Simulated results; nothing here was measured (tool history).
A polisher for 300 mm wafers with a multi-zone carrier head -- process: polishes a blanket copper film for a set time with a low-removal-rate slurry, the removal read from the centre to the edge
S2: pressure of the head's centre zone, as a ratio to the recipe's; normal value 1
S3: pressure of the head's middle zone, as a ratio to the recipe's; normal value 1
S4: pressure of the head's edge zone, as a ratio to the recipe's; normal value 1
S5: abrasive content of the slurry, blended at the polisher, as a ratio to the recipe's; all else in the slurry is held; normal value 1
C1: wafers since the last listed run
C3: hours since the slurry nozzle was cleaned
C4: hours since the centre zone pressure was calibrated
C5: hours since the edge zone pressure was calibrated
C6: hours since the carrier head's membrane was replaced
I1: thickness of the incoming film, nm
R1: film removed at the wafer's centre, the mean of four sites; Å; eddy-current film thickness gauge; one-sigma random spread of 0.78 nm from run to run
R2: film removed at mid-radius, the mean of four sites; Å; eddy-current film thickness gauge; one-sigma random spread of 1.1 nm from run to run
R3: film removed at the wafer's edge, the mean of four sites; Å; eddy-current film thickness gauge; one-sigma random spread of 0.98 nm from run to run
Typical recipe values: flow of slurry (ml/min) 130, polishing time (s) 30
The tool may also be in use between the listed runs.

Run 1, hour 0: usual settings; C1 0; wafers polished on this pad 332; C3 422.5; C4 817.7; C5 400.8; C6 666.6; I1 1546.7. Result: R1 1041 Å, R2 1034 Å, R3 1013 Å.
Run 2, hour 20.8: usual settings; C1 216; wafers polished on this pad 548; C3 443.3; C4 838.5; C5 421.6; C6 687.4; I1 1556.9. Result: R1 1020 Å, R2 1012 Å, R3 994 Å.
At hour 48.1: worn pad replaced by a new one.
Run 3, hour 50.4: usual settings; C1 266; wafers polished on this pad 24; C3 472.9; C4 868.1; C5 451.2; C6 717; I1 1563.7. Result: R1 1042 Å, R2 1026 Å, R3 1040 Å.
Run 4, hour 63.9: usual settings but polishing time (s) 22; C1 140; wafers polished on this pad 164; C3 486.4; C4 881.6; C5 464.7; C6 730.5; I1 1559. Result: R1 752 Å, R2 747 Å, R3 742 Å.
Run 5, hour 86.5: usual settings but polishing time (s) 22; C1 235; wafers polished on this pad 400; C3 509; C4 904.2; C5 487.3; C6 753.1; I1 1546.5. Result: R1 746 Å, R2 738 Å, R3 732 Å.
Run 6, hour 110.2: usual settings; C1 246; wafers polished on this pad 646; C3 532.7; C4 927.9; C5 511; C6 776.8; I1 1541.5. Result: R1 1017 Å, R2 981 Å, R3 992 Å.
Run 7, hour 136.2: usual settings; C1 270; wafers polished on this pad 917; C3 558.7; C4 953.9; C5 537; C6 802.8; I1 1519.4. Result: R1 980 Å, R2 978 Å, R3 944 Å.
At hour 141.9: worn pad replaced by a new one.
Run 8, hour 158.9: usual settings; C1 194; wafers polished on this pad 177; C3 581.4; C4 976.6; C5 559.7; C6 825.5; I1 1550.5. Result: R1 1043 Å, R2 1011 Å, R3 1012 Å.
Run 9, hour 189.7: usual settings but S3 0.93; C1 320; wafers polished on this pad 497; C3 612.2; C4 1007.4; C5 590.5; C6 856.3; I1 1551.5. Result: R1 1012 Å, R2 934 Å, R3 985 Å.
At hour 206.3: edge zone pressure recalibrated.
At hour 213: slurry nozzle cleaned.
At hour 216.9: worn pad replaced by a new one.
Run 10, hour 217.4: usual settings but S3 0.93; C1 217; wafers polished on this pad 5; C3 4.4; C4 1035.1; C5 11.1; C6 884; I1 1559.1. Result: R1 1057 Å, R2 972 Å, R3 1021 Å.
Run 11, hour 236: usual settings but S2 0.94, polishing time (s) 38; C1 193; wafers polished on this pad 199; C3 23; C4 1053.7; C5 29.7; C6 902.6; I1 1539.1. Result: R1 1242 Å, R2 1318 Å, R3 1273 Å.
Run 12, hour 255.5: usual settings but S2 0.91, S4 0.93; C1 203; wafers polished on this pad 402; C3 42.5; C4 1073.2; C5 49.2; C6 922.1; I1 1571.5. Result: R1 945 Å, R2 1012 Å, R3 971 Å.
Run 13, hour 284.6: usual settings but S2 0.91, S4 0.93, polishing time (s) 26; C1 302; wafers polished on this pad 705; C3 71.6; C4 1102.3; C5 78.3; C6 951.2; I1 1513.9. Result: R1 794 Å, R2 852 Å, R3 818 Å.
At hour 293.7: worn pad replaced by a new one.
Run 14, hour 301.9: usual settings; C1 138; wafers polished on this pad 85; C3 88.9; C4 1119.6; C5 95.6; C6 968.5; I1 1521.7. Result: R1 1043 Å, R2 1044 Å, R3 1013 Å.
At hour 312.2: carrier head's membrane replaced by a new one.
At hour 323.7: centre zone pressure recalibrated.
Run 15, hour 324.2: usual settings but S2 1.03, S3 1.08, S4 0.91, S5 1.25; C1 159; wafers polished on this pad 244; C3 111.2; C4 0.5; C5 117.9; C6 12; I1 1546.8. Result: R1 1104 Å, R2 1087 Å, R3 985 Å.
Run 16, hour 346.4: usual settings but flow of slurry (ml/min) 170, S4 0.95, polishing time (s) 25; C1 231; wafers polished on this pad 475; C3 133.4; C4 22.7; C5 140.1; C6 34.2; I1 1554.1. Result: R1 907 Å, R2 904 Å, R3 818 Å.
Run 17, hour 360.9: usual settings but S2 0.91, S4 0.93, polishing time (s) 26; C1 150; wafers polished on this pad 626; C3 147.9; C4 37.2; C5 154.6; C6 48.7; I1 1552.5. Result: R1 800 Å, R2 862 Å, R3 822 Å.
At hour 373.9: worn pad replaced by a new one.
Run 18, hour 388.4: usual settings but S3 1.06, S4 1.07, polishing time (s) 21; C1 244; wafers polished on this pad 150; C3 175.4; C4 64.7; C5 182.1; C6 76.2; I1 1537.4. Result: R1 738 Å, R2 745 Å, R3 748 Å.
Run 19, hour 404.7: usual settings but S2 1.07, S5 1.25; C1 169; wafers polished on this pad 320; C3 191.7; C4 81; C5 198.4; C6 92.5; I1 1578.2. Result: R1 1136 Å, R2 1043 Å, R3 1019 Å.
Run 20, hour 423.1: usual settings but S5 1.15; C1 191; wafers polished on this pad 512; C3 210.1; C4 99.4; C5 216.8; C6 110.9; I1 1557.8. Result: R1 1038 Å, R2 1010 Å, R3 988 Å.

Alternative continuations, all from the tool just after run 20; predict every row:
Run A, hour 423.5: usual settings but S4 0.93; C1 4; wafers polished on this pad 516; C3 210.5; C4 99.8; C5 217.2; C6 111.3; I1 1545. Result: R1 ?, R2 ?, R3 ?.
Run B, hour 423.5: usual settings but S2 1.11, S3 1.05, S4 0.97; C1 4; wafers polished on this pad 516; C3 210.5; C4 99.8; C5 217.2; C6 111.3; I1 1545. Result: R1 ?, R2 ?, R3 ?.
Run C, hour 423.5: usual settings but S5 1.2; C1 4; wafers polished on this pad 516; C3 210.5; C4 99.8; C5 217.2; C6 111.3; I1 1545. Result: R1 ?, R2 ?, R3 ?.
Run D, hour 423.5: usual settings but S4 0.92; C1 4; wafers polished on this pad 516; C3 210.5; C4 99.8; C5 217.2; C6 111.3; I1 1545. Result: R1 ?, R2 ?, R3 ?.

run    R1    R2    R3
  A  1014  1001   968
  B  1126  1034   986
  C  1035  1022  1022
  D  1014  1001   963
With no hidden state in the tool, these same runs would have given:
run    R1    R2    R3
  A  1053  1040  1006
  B  1171  1074  1025
  C  1075  1062  1062
  D  1053  1040  1001
